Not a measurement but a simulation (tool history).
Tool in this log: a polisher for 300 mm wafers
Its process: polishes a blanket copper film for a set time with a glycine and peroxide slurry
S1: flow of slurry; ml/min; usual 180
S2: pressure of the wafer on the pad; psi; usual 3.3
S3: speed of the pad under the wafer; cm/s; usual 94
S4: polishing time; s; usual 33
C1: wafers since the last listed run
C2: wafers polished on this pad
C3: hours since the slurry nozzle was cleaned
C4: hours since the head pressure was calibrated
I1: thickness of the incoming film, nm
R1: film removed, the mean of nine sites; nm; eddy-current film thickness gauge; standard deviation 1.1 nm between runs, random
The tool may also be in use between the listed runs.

run 1 hour=0 | S1=180 S2=3.3 S3=94 S4=33 | C1=0 C2=745 C3=49 C4=206.2 | I1=1297.6 | R1=173.3
run 2 hour=71.9 | S1=180 S2=3.3 S3=94 S4=33 | C1=741 C2=1487 C3=120.9 C4=278.1 | I1=1295.6 | R1=174.4
run 3 hour=124.3 | S1=180 S2=3.3 S3=94 S4=33 | C1=540 C2=2027 C3=173.3 C4=330.5 | I1=1290.5 | R1=172.5
-- hour=132 worn pad replaced by a new one
run 4 hour=209.6 | S1=180 S2=2.4 S3=94 S4=33 | C1=838 C2=800 C3=258.6 C4=415.8 | I1=1277.5 | R1=132
run 5 hour=259.1 | S1=180 S2=2.4 S3=94 S4=33 | C1=510 C2=1311 C3=308.1 C4=465.3 | I1=1296.3 | R1=129.6
run 6 hour=331 | S1=180 S2=3.3 S3=94 S4=33 | C1=741 C2=2052 C3=380 C4=537.2 | I1=1287.4 | R1=170.9
-- hour=369.4 worn pad replaced by a new one
run 7 hour=391 | S1=180 S2=3.3 S3=94 S4=33 | C1=577 C2=222 C3=440 C4=597.2 | I1=1286.6 | R1=170.1
-- hour=401.8 head pressure recalibrated
run 8 hour=490.4 | S1=230 S2=3.3 S3=68 S4=33 | C1=1004 C2=1227 C3=539.4 C4=88.6 | I1=1290.4 | R1=146
run 9 hour=541.6 | S1=180 S2=4.1 S3=94 S4=40 | C1=527 C2=1755 C3=590.6 C4=139.8 | I1=1314.5 | R1=254.1
run 10 hour=597.5 | S1=210 S2=3.3 S3=94 S4=33 | C1=576 C2=2331 C3=646.5 C4=195.7 | I1=1304.2 | R1=176
-- hour=606.2 worn pad replaced by a new one
-- hour=619.9 slurry nozzle cleaned
run 11 hour=686 | S1=115 S2=3.8 S3=104 S4=36 | C1=861 C2=812 C3=66.1 C4=284.2 | I1=1297.7 | R1=205.8
run 12 hour=786.1 | S1=180 S2=3.3 S3=94 S4=33 | C1=1032 C2=1844 C3=166.2 C4=384.3 | I1=1293.7 | R1=170.1
-- hour=797.1 worn pad replaced by a new one
run 13 hour=840.8 | S1=205 S2=3.3 S3=94 S4=33 | C1=522 C2=450 C3=220.9 C4=439 | I1=1309.1 | R1=170.7
run 14 hour=948.2 | S1=180 S2=3.3 S3=94 S4=33 | C1=1107 C2=1558 C3=328.3 C4=546.4 | I1=1277.2 | R1=168.7
-- hour=959.4 head pressure recalibrated
-- hour=1015.3 worn pad replaced by a new one
run 15 hour=1034.9 | S1=135 S2=2.1 S3=94 S4=37 | C1=832 C2=201 C3=415 C4=75.5 | I1=1291.6 | R1=128.2

Branching from run 15: 4 alternative next runs. What would each branch give?
run A hour=1035.3 | S1=180 S2=4.2 S3=94 S4=33 | C1=4 C2=205 C3=415.4 C4=75.9 | I1=1299.3 | R1=?
run B hour=1035.3 | S1=160 S2=3.3 S3=70 S4=33 | C1=4 C2=205 C3=415.4 C4=75.9 | I1=1299.3 | R1=?
run C hour=1035.3 | S1=180 S2=3.3 S3=94 S4=41 | C1=4 C2=205 C3=415.4 C4=75.9 | I1=1299.3 | R1=?
run D hour=1035.3 | S1=140 S2=3.3 S3=74 S4=33 | C1=4 C2=205 C3=415.4 C4=75.9 | I1=1299.3 | R1=?

run=A R1=212
run=B R1=140.9
run=C R1=214.3
run=D R1=141.8
What these runs would have given with no unlogged condition in the tool:
run=A R1=213.5
run=B R1=141.8
run=C R1=215.9
run=D R1=142.8
